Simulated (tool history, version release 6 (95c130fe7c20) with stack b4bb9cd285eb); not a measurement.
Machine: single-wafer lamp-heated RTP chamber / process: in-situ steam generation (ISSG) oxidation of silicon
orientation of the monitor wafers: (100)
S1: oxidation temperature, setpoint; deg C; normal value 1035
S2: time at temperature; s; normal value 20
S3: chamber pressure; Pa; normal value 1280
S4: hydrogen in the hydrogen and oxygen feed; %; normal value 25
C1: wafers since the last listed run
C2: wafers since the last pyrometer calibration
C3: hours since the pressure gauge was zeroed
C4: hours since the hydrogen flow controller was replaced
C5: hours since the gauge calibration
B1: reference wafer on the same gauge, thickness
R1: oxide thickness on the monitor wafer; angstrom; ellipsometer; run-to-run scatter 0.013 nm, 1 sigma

{"run": 1, "hour": 0.0, "S1": 1023, "S2": 20, "S3": 1280, "S4": 21, "C1": 0, "C2": 468, "C3": 1899.6, "C4": 5759.9, "C5": 348.8, "B1": 5.469, "R1": 53.33}
{"run": 2, "hour": 34.1, "S1": 1023, "S2": 20, "S3": 1280, "S4": 21, "C1": 378, "C2": 846, "C3": 1933.7, "C4": 5794, "C5": 382.9, "B1": 5.47, "R1": 53.3}
{"run": 3, "hour": 47.0, "S1": 1035, "S2": 20, "S3": 1280, "S4": 25, "C1": 143, "C2": 989, "C3": 1946.6, "C4": 5806.9, "C5": 395.8, "B1": 5.473, "R1": 58.9}
{"run": 4, "hour": 71.0, "S1": 1035, "S2": 20, "S3": 1280, "S4": 25, "C1": 266, "C2": 1256, "C3": 1970.6, "C4": 5830.9, "C5": 419.8, "B1": 5.47, "R1": 58.66}
{"run": 5, "hour": 84.6, "S1": 1035, "S2": 20, "S3": 1280, "S4": 25, "C1": 150, "C2": 1406, "C3": 1984.2, "C4": 5844.5, "C5": 433.4, "B1": 5.466, "R1": 59.19}
{"run": 6, "hour": 109.1, "S1": 1035, "S2": 20, "S3": 1333, "S4": 32, "C1": 271, "C2": 1678, "C3": 2008.7, "C4": 5869, "C5": 457.9, "B1": 5.467, "R1": 62.06}
{"hour": 163.2, "done": "pyrometer window cleaned and pyrometer calibrated"}
{"run": 7, "hour": 215.2, "S1": 1035, "S2": 20, "S3": 1333, "S4": 32, "C1": 1087, "C2": 576, "C3": 2114.8, "C4": 5975.1, "C5": 564, "B1": 5.471, "R1": 61.65}
{"run": 8, "hour": 227.6, "S1": 1035, "S2": 20, "S3": 1333, "S4": 32, "C1": 137, "C2": 714, "C3": 2127.2, "C4": 5987.5, "C5": 576.4, "B1": 5.469, "R1": 61.91}
{"run": 9, "hour": 253.6, "S1": 1035, "S2": 20, "S3": 1280, "S4": 25, "C1": 288, "C2": 1002, "C3": 2153.2, "C4": 6013.5, "C5": 602.4, "B1": 5.469, "R1": 58.84}
{"run": 10, "hour": 308.7, "S1": 1035, "S2": 20, "S3": 1280, "S4": 25, "C1": 610, "C2": 1613, "C3": 2208.3, "C4": 6068.6, "C5": 657.5, "B1": 5.469, "R1": 59.08}
{"run": 11, "hour": 321.9, "S1": 1035, "S2": 20, "S3": 1280, "S4": 25, "C1": 146, "C2": 1759, "C3": 2221.5, "C4": 6081.8, "C5": 670.7, "B1": 5.47, "R1": 59.3}
{"hour": 340.3, "done": "pyrometer window cleaned and pyrometer calibrated"}
{"run": 12, "hour": 340.8, "S1": 1035, "S2": 20, "S3": 1280, "S4": 25, "C1": 120, "C2": 5, "C3": 2240.4, "C4": 6100.7, "C5": 689.6, "B1": 5.472, "R1": 58.64}
{"run": 13, "hour": 360.8, "S1": 1019, "S2": 23, "S3": 1280, "S4": 25, "C1": 221, "C2": 226, "C3": 2260.4, "C4": 6120.7, "C5": 709.6, "B1": 5.469, "R1": 58.43}
{"run": 14, "hour": 440.8, "S1": 1019, "S2": 23, "S3": 1280, "S4": 25, "C1": 886, "C2": 1113, "C3": 2340.4, "C4": 6200.7, "C5": 789.6, "B1": 5.468, "R1": 58.33}
{"hour": 502.2, "done": "pyrometer window cleaned and pyrometer calibrated"}
{"run": 15, "hour": 502.7, "S1": 1035, "S2": 20, "S3": 1280, "S4": 25, "C1": 597, "C2": 5, "C3": 2402.3, "C4": 6262.6, "C5": 851.5, "B1": 5.472, "R1": 58.62}
{"hour": 507.5, "done": "gauge calibrated"}
{"run": 16, "hour": 515.7, "S1": 1035, "S2": 20, "S3": 1280, "S4": 25, "C1": 144, "C2": 149, "C3": 2415.3, "C4": 6275.6, "C5": 8.2, "B1": 5.468, "R1": 58.59}
{"run": 17, "hour": 538.3, "S1": 1027, "S2": 25, "S3": 1200, "S4": 25, "C1": 250, "C2": 400, "C3": 2437.9, "C4": 6298.2, "C5": 30.8, "B1": 5.473, "R1": 64.02}
{"run": 18, "hour": 558.3, "S1": 1035, "S2": 20, "S3": 1360, "S4": 30, "C1": 221, "C2": 621, "C3": 2457.9, "C4": 6318.2, "C5": 50.8, "B1": 5.47, "R1": 60.4}
{"run": 19, "hour": 589.3, "S1": 1053, "S2": 13, "S3": 1160, "S4": 19, "C1": 343, "C2": 965, "C3": 2488.9, "C4": 6349.2, "C5": 81.8, "B1": 5.468, "R1": 49.25}
{"hour": 606.6, "done": "hydrogen flow controller replaced"}
{"run": 20, "hour": 607.1, "S1": 1024, "S2": 14, "S3": 1333, "S4": 17, "C1": 108, "C2": 1074, "C3": 2506.7, "C4": 0.5, "C5": 99.6, "B1": 5.47, "R1": 42.71}
{"hour": 637.5, "done": "pressure gauge zeroed"}
{"run": 21, "hour": 638.8, "S1": 1035, "S2": 27, "S3": 1080, "S4": 25, "C1": 262, "C2": 1336, "C3": 1.3, "C4": 32.2, "C5": 131.3, "B1": 5.472, "R1": 69.99}
{"run": 22, "hour": 653.5, "S1": 1035, "S2": 20, "S3": 1280, "S4": 25, "C1": 162, "C2": 1499, "C3": 16, "C4": 46.9, "C5": 146, "B1": 5.467, "R1": 59.07}
{"run": 23, "hour": 686.1, "S1": 1018, "S2": 26, "S3": 1280, "S4": 25, "C1": 361, "C2": 1861, "C3": 48.6, "C4": 79.5, "C5": 178.6, "B1": 5.473, "R1": 62.05}
{"hour": 706.3, "done": "pyrometer window cleaned and pyrometer calibrated"}
{"run": 24, "hour": 713.3, "S1": 1043, "S2": 16, "S3": 1200, "S4": 18, "C1": 212, "C2": 78, "C3": 75.8, "C4": 106.7, "C5": 205.8, "B1": 5.472, "R1": 51.11}
{"run": 25, "hour": 727.9, "S1": 1052, "S2": 16, "S3": 1280, "S4": 19, "C1": 161, "C2": 240, "C3": 90.4, "C4": 121.3, "C5": 220.4, "B1": 5.467, "R1": 53.96}
{"run": 26, "hour": 753.6, "S1": 1035, "S2": 27, "S3": 1280, "S4": 32, "C1": 284, "C2": 524, "C3": 116.1, "C4": 147, "C5": 246.1, "B1": 5.47, "R1": 72.32}
{"run": 27, "hour": 781.8, "S1": 1026, "S2": 20, "S3": 1360, "S4": 29, "C1": 312, "C2": 837, "C3": 144.3, "C4": 175.2, "C5": 274.3, "B1": 5.472, "R1": 57.46}
{"run": 28, "hour": 815.7, "S1": 1049, "S2": 17, "S3": 1147, "S4": 25, "C1": 375, "C2": 1213, "C3": 178.2, "C4": 209.1, "C5": 308.2, "B1": 5.475, "R1": 59.15}
{"run": 29, "hour": 889.8, "S1": 1030, "S2": 20, "S3": 1227, "S4": 29, "C1": 821, "C2": 2035, "C3": 252.3, "C4": 283.2, "C5": 382.3, "B1": 5.467, "R1": 60.31}

5 ways to go on from here, each from the tool as it stands after run 29. What would each give?
{"run": "A", "hour": 890.2, "S1": 1035, "S2": 20, "S3": 1280, "S4": 25, "C1": 4, "C2": 2039, "C3": 252.7, "C4": 283.6, "C5": 382.7, "B1": "?", "R1": "?"}
{"run": "B", "hour": 890.2, "S1": 1050, "S2": 20, "S3": 1280, "S4": 18, "C1": 4, "C2": 2039, "C3": 252.7, "C4": 283.6, "C5": 382.7, "B1": "?", "R1": "?"}
{"run": "C", "hour": 890.2, "S1": 1030, "S2": 20, "S3": 1360, "S4": 17, "C1": 4, "C2": 2039, "C3": 252.7, "C4": 283.6, "C5": 382.7, "B1": "?", "R1": "?"}
{"run": "D", "hour": 890.2, "S1": 1051, "S2": 20, "S3": 1280, "S4": 25, "C1": 4, "C2": 2039, "C3": 252.7, "C4": 283.6, "C5": 382.7, "B1": "?", "R1": "?"}
{"run": "E", "hour": 890.2, "S1": 1035, "S2": 16, "S3": 1280, "S4": 30, "C1": 4, "C2": 2039, "C3": 252.7, "C4": 283.6, "C5": 382.7, "B1": "?", "R1": "?"}

run=A B1=5.469 R1=59.29
run=B B1=5.469 R1=59.72
run=C B1=5.469 R1=52.62
run=D B1=5.469 R1=64.54
run=E B1=5.469 R1=55.41
The same runs, with their run-to-run variation unchanged, on a tool lacking any hidden condition would have given:
run=A R1=58.69
run=B R1=59.06
run=C R1=52.1
run=D R1=63.83
run=E R1=54.88

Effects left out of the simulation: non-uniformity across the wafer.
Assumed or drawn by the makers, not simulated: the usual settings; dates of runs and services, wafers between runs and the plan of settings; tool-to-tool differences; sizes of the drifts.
